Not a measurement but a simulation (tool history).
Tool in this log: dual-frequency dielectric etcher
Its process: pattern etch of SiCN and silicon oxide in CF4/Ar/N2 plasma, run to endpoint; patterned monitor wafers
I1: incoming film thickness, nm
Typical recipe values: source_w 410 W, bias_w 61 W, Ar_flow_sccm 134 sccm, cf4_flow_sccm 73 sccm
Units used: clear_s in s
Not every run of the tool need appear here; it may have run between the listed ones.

Run 1, hour 0: usual settings but source_w 380 W, Ar_flow_sccm 158 sccm; I1 11.88. Result: clear_s 21 s.
At hour 13.3: source power generator calibrated.
Run 2, hour 16.5: usual settings but bias_w 57 W; I1 11.9. Result: clear_s 19.6 s.
Run 3, hour 33.4: usual settings; I1 11.91. Result: clear_s 18.8 s.
At hour 66.8: wet clean of the chamber, repeated, since the last time left the tool worse.
Run 4, hour 67.3: usual settings but source_w 340 W, cf4_flow_sccm 65 sccm; I1 12.1. Result: clear_s 21.7 s.
Run 5, hour 67.6: usual settings but Ar_flow_sccm 162 sccm, cf4_flow_sccm 64 sccm; I1 11.79. Result: clear_s 18.4 s.
Run 6, hour 78.8: usual settings but source_w 310 W, Ar_flow_sccm 144 sccm, cf4_flow_sccm 83 sccm; I1 11.89. Result: clear_s 23.1 s.
At hour 102.8: bias power generator calibrated.
At hour 118.3: upper electrode replaced.
Run 7, hour 118.8: usual settings but source_w 460 W; I1 11.92. Result: clear_s 16.2 s.
Run 8, hour 119.1: usual settings but bias_w 75 W, cf4_flow_sccm 57 sccm; I1 11.86. Result: clear_s 16.9 s.
Run 9, hour 121.7: usual settings but source_w 460 W, Ar_flow_sccm 149 sccm; I1 11.97. Result: clear_s 16.3 s.
Run 10, hour 138.8: usual settings; I1 11.81. Result: clear_s 18 s.
Run 11, hour 151.6: usual settings but bias_w 72 W; I1 11.78. Result: clear_s 17 s.
At hour 163.8: CF4 flow controller replaced.
Run 12, hour 177.3: usual settings but bias_w 68 W, cf4_flow_sccm 55 sccm; I1 12.03. Result: clear_s 17.9 s.
Run 13, hour 184.8: usual settings; I1 11.87. Result: clear_s 18.2 s.
Run 14, hour 202.4: usual settings; I1 11.89. Result: clear_s 18.2 s.
Run 15, hour 219.5: usual settings but bias_w 49 W; I1 11.86. Result: clear_s 19.4 s.
Run 16, hour 230.2: usual settings but source_w 450 W, Ar_flow_sccm 119 sccm; I1 11.86. Result: clear_s 16.4 s.
Run 17, hour 238.5: usual settings but Ar_flow_sccm 100 sccm, cf4_flow_sccm 58 sccm; I1 11.94. Result: clear_s 18.3 s.
Run 18, hour 255.7: usual settings; I1 11.92. Result: clear_s 18.2 s.
Run 19, hour 273.3: usual settings but bias_w 71 W, cf4_flow_sccm 64 sccm; I1 11.9. Result: clear_s 17.6 s.
Run 20, hour 288.7: usual settings but bias_w 73 W; I1 11.84. Result: clear_s 17 s.
Run 21, hour 297: usual settings but source_w 360 W; I1 11.93. Result: clear_s 20.6 s.
Run 22, hour 312: usual settings; I1 11.91. Result: clear_s 18.4 s.
Run 23, hour 319.7: usual settings but bias_w 55 W; I1 11.97. Result: clear_s 19.1 s.
Run 24, hour 326.4: usual settings but source_w 490 W, Ar_flow_sccm 159 sccm; I1 11.91. Result: clear_s 15.9 s.

Alternative continuations, all from the tool just after run 24; predict every row:
Run A, hour 326.8: usual settings but Ar_flow_sccm 159 sccm; I1 11.7. Result: clear_s ?.
Run B, hour 326.8: usual settings but source_w 480 W, bias_w 52 W; I1 11.7. Result: clear_s ?.
Run C, hour 326.8: usual settings but source_w 440 W, bias_w 67 W, Ar_flow_sccm 151 sccm, cf4_flow_sccm 62 sccm; I1 11.7. Result: clear_s ?.
Run D, hour 326.8: usual settings but source_w 480 W, bias_w 52 W, cf4_flow_sccm 63 sccm; I1 11.7. Result: clear_s ?.

run  clear_s
  A     18.3
  B     16.3
  C     16.8
  D     16.6
Without the tool's unlogged condition, the same runs would have read:
run  clear_s
  A     17.9
  B       16
  C     16.4
  D     16.2
